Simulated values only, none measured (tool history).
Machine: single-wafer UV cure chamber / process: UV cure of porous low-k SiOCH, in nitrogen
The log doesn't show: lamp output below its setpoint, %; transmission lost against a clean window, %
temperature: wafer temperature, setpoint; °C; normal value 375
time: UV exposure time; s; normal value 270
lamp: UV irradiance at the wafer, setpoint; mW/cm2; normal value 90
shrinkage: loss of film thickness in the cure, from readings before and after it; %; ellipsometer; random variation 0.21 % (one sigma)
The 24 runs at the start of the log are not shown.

run,hour,temperature,time,lamp,wafers since the last listed run,hours since the UV bulbs were replaced,wafers since the quartz window was cleaned,shrinkage
25,1662.1,393,270,90,1171,2322.8,2511,11.538
26,1719.9,357,430,90,654,2380.6,3166,12.65
# hour 1753.6: UV bulbs replaced
27,1820.6,375,175,115,1049,67,4215,11.588
28,1889.6,375,270,90,781,136,4997,12.58
29,1979.4,375,195,90,1016,225.8,6014,10.852
# hour 2002.2: quartz window cleaned
30,2182.3,387,270,90,2206,428.7,2039,13.06
31,2239.9,375,360,74,652,486.3,2692,12.88
32,2300,375,130,90,680,546.4,3372,9.028
33,2355.7,393,160,52,630,602.1,4003,7.526
34,2407.4,358,135,107,585,653.8,4588,9.762
# hour 2501.5: quartz window cleaned
35,2507.4,381,230,57,1041,753.8,66,9.278
36,2572.4,375,270,130,736,818.8,802,13.827
37,2621.7,375,270,90,558,868.1,1360,12.057

Consider 4 possible next runs. They are alternatives, not a sequence: every one starts from the tool as it was left by run 37. What does each give?
A,2622.1,375,270,90,4,868.5,1365,?
B,2622.1,391,175,90,4,868.5,1365,?
C,2622.1,366,335,105,4,868.5,1365,?
D,2622.1,369,230,102,4,868.5,1365,?

run,shrinkage
A,12.332
B,10.606
C,13.946
D,12.044
With the hidden condition removed and each run's random variation left untouched, the same runs would have given:
run,shrinkage
A,12.482
B,10.751
C,14.102
D,12.194
